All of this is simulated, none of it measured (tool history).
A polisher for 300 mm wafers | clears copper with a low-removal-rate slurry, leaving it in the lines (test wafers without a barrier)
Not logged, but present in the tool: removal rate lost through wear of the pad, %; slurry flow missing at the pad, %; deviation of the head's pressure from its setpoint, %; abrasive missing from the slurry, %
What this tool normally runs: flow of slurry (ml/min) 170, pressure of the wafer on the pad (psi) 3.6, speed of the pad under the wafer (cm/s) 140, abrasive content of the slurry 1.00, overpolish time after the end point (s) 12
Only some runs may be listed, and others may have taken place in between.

run	hour	flow of slurry (ml/min)	pressure of the wafer on the pad (psi)	speed of the pad under the wafer (cm/s)	abrasive content of the slurry	overpolish time after the end point (s)	wafers since the last listed run	wafers polished on this pad	hours since the slurry nozzle was cleaned	hours since the head pressure was calibrated	hours since the slurry blender was calibrated	incoming thickness of the incoming film, nm	time until the end point was called (s)	dishing of a wide line in a test structure (nm)
1	0.0	170	3.6	140	0.90	12	0	275	24.3	555.3	4.7	498.5	100.9	41.0
2	40.9	170	3.6	140	0.90	12	376	651	65.2	596.2	45.6	495.1	100.6	40.2
3	114.4	170	3.6	140	1.00	12	676	1327	138.7	669.7	119.1	492.2	100.1	41.2
# hour 125.3: head pressure recalibrated
4	290.0	170	3.6	140	1.00	12	1597	2924	314.3	164.7	294.7	498.8	104.3	38.9
# hour 331.7: slurry blender recalibrated
# hour 339.4: worn pad replaced by a new one
5	359.1	170	3.6	140	1.00	12	580	181	383.4	233.8	27.4	485.2	100.1	40.7
# hour 572.5: slurry nozzle cleaned
6	599.3	170	4.3	154	1.00	12	2200	2382	26.8	474.0	267.6	503.3	79.4	49.3
7	658.9	170	3.6	140	1.00	12	548	2930	86.4	533.6	327.2	501.1	103.3	38.6
# hour 669.9: slurry blender recalibrated
# hour 703.2: worn pad replaced by a new one
8	750.9	170	3.6	140	1.00	12	791	438	178.4	625.6	81.0	496.7	99.9	40.2
9	825.0	170	3.6	140	1.00	12	681	1120	252.5	699.7	155.1	497.0	102.3	39.9
# hour 881.0: head pressure recalibrated
10	905.1	155	3.6	140	1.00	8	718	1838	332.6	24.1	235.2	491.9	103.4	27.5
11	987.3	170	3.6	140	1.00	12	756	2594	414.8	106.3	317.4	491.9	103.6	39.4
12	1032.8	170	3.6	140	1.20	12	418	3013	460.3	151.8	362.9	490.2	103.6	41.0
# hour 1079.1: slurry blender recalibrated
# hour 1082.0: slurry nozzle cleaned
13	1089.5	170	3.1	122	0.75	10	494	3507	7.5	208.5	10.4	491.3	139.2	25.8
# hour 1123.6: worn pad replaced by a new one
14	1143.5	170	3.6	140	1.00	12	460	183	61.5	262.5	64.4	494.0	99.3	40.7
15	1210.4	170	3.6	140	1.00	12	615	798	128.4	329.4	131.3	494.5	100.8	39.5
16	1295.3	170	3.6	140	1.00	17	781	1579	213.3	414.3	216.2	496.1	101.5	52.8
17	1338.0	170	3.6	140	1.00	12	392	1972	256.0	457.0	258.9	485.5	100.8	39.1
18	1410.3	170	3.6	118	0.80	12	665	2637	328.3	529.3	331.2	494.1	128.2	32.8
# hour 1416.1: slurry blender recalibrated
19	1467.3	170	3.6	186	1.00	12	506	3143	385.3	586.3	51.2	485.3	75.8	50.8
# hour 1553.4: worn pad replaced by a new one
# hour 1560.5: head pressure recalibrated
# hour 1569.0: slurry nozzle cleaned
20	1745.9	170	2.9	140	1.00	12	2498	1743	176.9	185.4	329.8	490.4	127.9	32.5
21	1788.4	170	3.6	140	1.00	12	391	2134	219.4	227.9	372.3	497.5	103.9	40.2
# hour 1849.1: slurry blender recalibrated
22	1886.3	170	3.6	116	1.00	12	882	3016	317.3	325.8	37.2	489.4	116.9	34.8

A few steps of time until the end point was called (s) between consecutive runs. Split each: what settings, incoming material and random variation would produce without the hidden state, and what is left over for the hidden state, along with gauge scatter present in only one of the two compared results (measured, and without hidden state):
Run 12 -> 13: pressure of the wafer on the pad (psi) 3.6 -> 3.1, speed of the pad under the wafer (cm/s) 140 -> 122, abrasive content of the slurry 1.20 -> 0.75, overpolish time after the end point (s) 12 -> 10, slurry blender recalibrated, slurry nozzle cleaned. time until the end point was called (s) +35.6: hidden state -9.4, all else +45.0.
Run 18 -> 19: speed of the pad under the wafer (cm/s) 118 -> 186, abrasive content of the slurry 0.80 -> 1.00, slurry blender recalibrated. time until the end point was called (s) -52.4: hidden state -5.3, all else -47.1.
Run 19 -> 20: pressure of the wafer on the pad (psi) 3.6 -> 2.9, speed of the pad under the wafer (cm/s) 186 -> 140, worn pad replaced by a new one, head pressure recalibrated, slurry nozzle cleaned. time until the end point was called (s) +52.1: hidden state +4.2, all else +47.9.

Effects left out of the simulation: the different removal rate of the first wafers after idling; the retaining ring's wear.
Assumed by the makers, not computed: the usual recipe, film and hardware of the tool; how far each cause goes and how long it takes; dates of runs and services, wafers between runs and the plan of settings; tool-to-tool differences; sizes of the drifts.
